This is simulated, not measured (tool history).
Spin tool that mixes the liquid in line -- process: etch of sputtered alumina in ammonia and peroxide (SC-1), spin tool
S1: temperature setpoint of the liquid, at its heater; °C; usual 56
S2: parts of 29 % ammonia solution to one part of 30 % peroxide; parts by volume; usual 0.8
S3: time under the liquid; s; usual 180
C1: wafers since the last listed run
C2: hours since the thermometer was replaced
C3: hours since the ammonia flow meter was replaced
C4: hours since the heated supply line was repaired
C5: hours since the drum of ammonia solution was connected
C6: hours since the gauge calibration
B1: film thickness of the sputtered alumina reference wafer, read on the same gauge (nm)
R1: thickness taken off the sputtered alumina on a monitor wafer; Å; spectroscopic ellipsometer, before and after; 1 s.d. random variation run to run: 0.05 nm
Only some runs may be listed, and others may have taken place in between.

{"run": 1, "hour": 0.0, "S1": 56, "S2": 0.8, "S3": 180, "C1": 0, "C2": 417.4, "C3": 2202.2, "C4": 1510.3, "C5": 790.5, "C6": 92.9, "B1": 120, "R1": 135.5}
{"run": 2, "hour": 13.5, "S1": 56, "S2": 0.9, "S3": 180, "C1": 73, "C2": 430.9, "C3": 2215.7, "C4": 1523.8, "C5": 804, "C6": 106.4, "B1": 120, "R1": 137.6}
{"run": 3, "hour": 24.0, "S1": 56, "S2": 0.7, "S3": 115, "C1": 57, "C2": 441.4, "C3": 2226.2, "C4": 1534.3, "C5": 814.5, "C6": 116.9, "B1": 120.01, "R1": 85.6}
{"run": 4, "hour": 36.1, "S1": 56, "S2": 0.7, "S3": 115, "C1": 66, "C2": 453.5, "C3": 2238.3, "C4": 1546.4, "C5": 826.6, "C6": 129, "B1": 120, "R1": 84.6}
{"run": 5, "hour": 46.6, "S1": 58.5, "S2": 0.8, "S3": 180, "C1": 57, "C2": 464, "C3": 2248.8, "C4": 1556.9, "C5": 837.1, "C6": 139.5, "B1": 120.02, "R1": 154.1}
{"run": 6, "hour": 59.4, "S1": 58.5, "S2": 0.8, "S3": 180, "C1": 69, "C2": 476.8, "C3": 2261.6, "C4": 1569.7, "C5": 849.9, "C6": 152.3, "B1": 120.03, "R1": 153.2}
{"hour": 69.0, "done": "new drum of ammonia solution connected"}
{"run": 7, "hour": 75.1, "S1": 58.5, "S2": 0.8, "S3": 180, "C1": 80, "C2": 492.5, "C3": 2277.3, "C4": 1585.4, "C5": 6.1, "C6": 168, "B1": 120, "R1": 153.3}
{"hour": 83.6, "done": "heated supply line repaired"}
{"run": 8, "hour": 115.5, "S1": 56, "S2": 0.8, "S3": 180, "C1": 215, "C2": 532.9, "C3": 2317.7, "C4": 31.9, "C5": 46.5, "C6": 208.4, "B1": 120.04, "R1": 134.3}
{"run": 9, "hour": 130.6, "S1": 56, "S2": 0.8, "S3": 180, "C1": 82, "C2": 548, "C3": 2332.8, "C4": 47, "C5": 61.6, "C6": 223.5, "B1": 120.03, "R1": 134.8}
{"run": 10, "hour": 137.6, "S1": 56, "S2": 0.8, "S3": 180, "C1": 38, "C2": 555, "C3": 2339.8, "C4": 54, "C5": 68.6, "C6": 230.5, "B1": 120, "R1": 134}
{"run": 11, "hour": 148.2, "S1": 47, "S2": 0.8, "S3": 220, "C1": 57, "C2": 565.6, "C3": 2350.4, "C4": 64.6, "C5": 79.2, "C6": 241.1, "B1": 120.01, "R1": 100.3}
{"hour": 159.8, "done": "thermometer replaced"}
{"run": 12, "hour": 166.1, "S1": 46, "S2": 1.05, "S3": 75, "C1": 92, "C2": 6.3, "C3": 2368.3, "C4": 82.5, "C5": 97.1, "C6": 259, "B1": 120.01, "R1": 33.8}
{"hour": 176.5, "done": "gauge calibrated"}
{"hour": 179.8, "done": "ammonia flow meter replaced"}
{"run": 13, "hour": 183.7, "S1": 65.5, "S2": 0.55, "S3": 90, "C1": 90, "C2": 23.9, "C3": 3.9, "C4": 100.1, "C5": 114.7, "C6": 7.2, "B1": 120.03, "R1": 107.6}
{"run": 14, "hour": 201.1, "S1": 60, "S2": 0.45, "S3": 180, "C1": 95, "C2": 41.3, "C3": 21.3, "C4": 117.5, "C5": 132.1, "C6": 24.6, "B1": 120.05, "R1": 159.6}
{"run": 15, "hour": 209.8, "S1": 56, "S2": 0.5, "S3": 275, "C1": 47, "C2": 50, "C3": 30, "C4": 126.2, "C5": 140.8, "C6": 33.3, "B1": 120.01, "R1": 199.6}
{"run": 16, "hour": 220.4, "S1": 56, "S2": 0.8, "S3": 180, "C1": 57, "C2": 60.6, "C3": 40.6, "C4": 136.8, "C5": 151.4, "C6": 43.9, "B1": 120.03, "R1": 136.5}
{"run": 17, "hour": 236.8, "S1": 62.5, "S2": 1.1, "S3": 275, "C1": 89, "C2": 77, "C3": 57, "C4": 153.2, "C5": 167.8, "C6": 60.3, "B1": 119.97, "R1": 300.3}
{"run": 18, "hour": 249.9, "S1": 56, "S2": 0.7, "S3": 115, "C1": 71, "C2": 90.1, "C3": 70.1, "C4": 166.3, "C5": 180.9, "C6": 73.4, "B1": 120.02, "R1": 85.8}
{"run": 19, "hour": 262.2, "S1": 56, "S2": 0.45, "S3": 180, "C1": 67, "C2": 102.4, "C3": 82.4, "C4": 178.6, "C5": 193.2, "C6": 85.7, "B1": 119.96, "R1": 129.2}
{"run": 20, "hour": 270.7, "S1": 50, "S2": 0.8, "S3": 235, "C1": 46, "C2": 110.9, "C3": 90.9, "C4": 187.1, "C5": 201.7, "C6": 94.2, "B1": 120.03, "R1": 128.7}
{"run": 21, "hour": 283.7, "S1": 59, "S2": 1.05, "S3": 235, "C1": 71, "C2": 123.9, "C3": 103.9, "C4": 200.1, "C5": 214.7, "C6": 107.2, "B1": 120.01, "R1": 213.4}
{"run": 22, "hour": 296.6, "S1": 56, "S2": 1.1, "S3": 180, "C1": 70, "C2": 136.8, "C3": 116.8, "C4": 213, "C5": 227.6, "C6": 120.1, "B1": 119.97, "R1": 140.5}
{"run": 23, "hour": 304.6, "S1": 48.5, "S2": 0.8, "S3": 85, "C1": 43, "C2": 144.8, "C3": 124.8, "C4": 221, "C5": 235.6, "C6": 128.1, "B1": 120, "R1": 42.9}
{"run": 24, "hour": 319.5, "S1": 56, "S2": 0.8, "S3": 180, "C1": 81, "C2": 159.7, "C3": 139.7, "C4": 235.9, "C5": 250.5, "C6": 143, "B1": 119.97, "R1": 134.8}
{"run": 25, "hour": 327.4, "S1": 65.5, "S2": 0.55, "S3": 90, "C1": 43, "C2": 167.6, "C3": 147.6, "C4": 243.8, "C5": 258.4, "C6": 150.9, "B1": 120.01, "R1": 105.9}
{"run": 26, "hour": 341.8, "S1": 59, "S2": 1.05, "S3": 235, "C1": 78, "C2": 182, "C3": 162, "C4": 258.2, "C5": 272.8, "C6": 165.3, "B1": 120.01, "R1": 213.2}

3 options for the next run, each taken on its own from the tool as it stands now. Forecast them:
{"run": "A", "hour": 342.3, "S1": 56, "S2": 0.8, "S3": 180, "C1": 2, "C2": 182.5, "C3": 162.5, "C4": 258.7, "C5": 273.3, "C6": 165.8, "B1": "?", "R1": "?"}
{"run": "B", "hour": 342.3, "S1": 60.5, "S2": 0.8, "S3": 180, "C1": 2, "C2": 182.5, "C3": 162.5, "C4": 258.7, "C5": 273.3, "C6": 165.8, "B1": "?", "R1": "?"}
{"run": "C", "hour": 342.3, "S1": 65.5, "S2": 1.2, "S3": 110, "C1": 2, "C2": 182.5, "C3": 162.5, "C4": 258.7, "C5": 273.3, "C6": 165.8, "B1": "?", "R1": "?"}

run=A B1=119.98 R1=135.7
run=B B1=119.98 R1=171.5
run=C B1=119.98 R1=140.1
The same runs, with their run-to-run variation unchanged, on a tool lacking any hidden condition would have given:
run=A R1=137.6
run=B R1=173.8
run=C R1=141.9

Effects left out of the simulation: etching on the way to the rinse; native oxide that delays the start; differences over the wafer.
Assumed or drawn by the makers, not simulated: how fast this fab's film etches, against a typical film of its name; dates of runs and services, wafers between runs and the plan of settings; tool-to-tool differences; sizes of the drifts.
